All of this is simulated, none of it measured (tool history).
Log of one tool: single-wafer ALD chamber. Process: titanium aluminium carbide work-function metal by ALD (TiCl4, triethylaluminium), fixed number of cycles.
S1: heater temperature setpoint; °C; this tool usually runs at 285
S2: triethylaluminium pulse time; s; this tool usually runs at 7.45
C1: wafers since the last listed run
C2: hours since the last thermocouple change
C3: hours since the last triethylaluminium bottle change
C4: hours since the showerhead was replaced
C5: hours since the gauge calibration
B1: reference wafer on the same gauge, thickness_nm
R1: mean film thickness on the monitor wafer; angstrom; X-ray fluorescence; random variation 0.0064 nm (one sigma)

run 1 hour=0.0 | S1=274 S2=8.15 | C1=0 C2=1923.5 C3=1667.1 C4=6266.9 C5=77.0 | B1=1.870 | R1=15.81
run 2 hour=19.7 | S1=285 S2=6.81 | C1=139 C2=1943.2 C3=1686.8 C4=6286.6 C5=96.7 | B1=1.869 | R1=15.32
run 3 hour=52.1 | S1=285 S2=6.81 | C1=229 C2=1975.6 C3=1719.2 C4=6319.0 C5=129.1 | B1=1.872 | R1=15.36
run 4 hour=67.3 | S1=285 S2=6.81 | C1=107 C2=1990.8 C3=1734.4 C4=6334.2 C5=144.3 | B1=1.869 | R1=15.30
run 5 hour=88.4 | S1=285 S2=7.45 | C1=149 C2=2011.9 C3=1755.5 C4=6355.3 C5=165.4 | B1=1.868 | R1=16.00
run 6 hour=120.6 | S1=285 S2=7.45 | C1=227 C2=2044.1 C3=1787.7 C4=6387.5 C5=197.6 | B1=1.870 | R1=16.01
run 7 hour=134.4 | S1=285 S2=7.45 | C1=97 C2=2057.9 C3=1801.5 C4=6401.3 C5=211.4 | B1=1.870 | R1=15.85
-- hour=146.6 triethylaluminium bottle replaced
-- hour=150.7 thermocouple changed; heater temperature recalibrated
-- hour=162.8 showerhead replaced
run 8 hour=163.3 | S1=285 S2=7.45 | C1=62 C2=12.6 C3=16.7 C4=0.5 C5=240.3 | B1=1.871 | R1=18.34
run 9 hour=169.8 | S1=285 S2=9.49 | C1=46 C2=19.1 C3=23.2 C4=7.0 C5=246.8 | B1=1.871 | R1=19.22
run 10 hour=191.3 | S1=285 S2=6.81 | C1=152 C2=40.6 C3=44.7 C4=28.5 C5=268.3 | B1=1.871 | R1=17.98
-- hour=198.2 gauge calibrated
run 11 hour=218.9 | S1=299 S2=8.63 | C1=195 C2=68.2 C3=72.3 C4=56.1 C5=20.7 | B1=1.870 | R1=19.85
run 12 hour=233.8 | S1=277 S2=5.74 | C1=105 C2=83.1 C3=87.2 C4=71.0 C5=35.6 | B1=1.869 | R1=16.26
run 13 hour=257.2 | S1=278 S2=10.19 | C1=165 C2=106.5 C3=110.6 C4=94.4 C5=59.0 | B1=1.869 | R1=18.75
run 14 hour=269.6 | S1=285 S2=7.45 | C1=87 C2=118.9 C3=123.0 C4=106.8 C5=71.4 | B1=1.871 | R1=18.08
run 15 hour=293.0 | S1=275 S2=8.30 | C1=165 C2=142.3 C3=146.4 C4=130.2 C5=94.8 | B1=1.870 | R1=17.74
run 16 hour=307.1 | S1=298 S2=5.53 | C1=99 C2=156.4 C3=160.5 C4=144.3 C5=108.9 | B1=1.869 | R1=17.31

Alternative continuations, all from the tool just after run 16; predict every row:
run A hour=307.5 | S1=285 S2=6.66 | C1=2 C2=156.8 C3=160.9 C4=144.7 C5=109.3 | B1=? | R1=?
run B hour=307.5 | S1=298 S2=6.20 | C1=2 C2=156.8 C3=160.9 C4=144.7 C5=109.3 | B1=? | R1=?
run C hour=307.5 | S1=285 S2=5.76 | C1=2 C2=156.8 C3=160.9 C4=144.7 C5=109.3 | B1=? | R1=?
run D hour=307.5 | S1=290 S2=6.54 | C1=2 C2=156.8 C3=160.9 C4=144.7 C5=109.3 | B1=? | R1=?

run=A B1=1.871 R1=17.42
run=B B1=1.871 R1=17.92
run=C B1=1.871 R1=16.58
run=D B1=1.871 R1=17.67
Without the tool's unlogged condition, the same runs would have read:
run=A R1=17.91
run=B R1=18.48
run=C R1=17.15
run=D R1=18.18
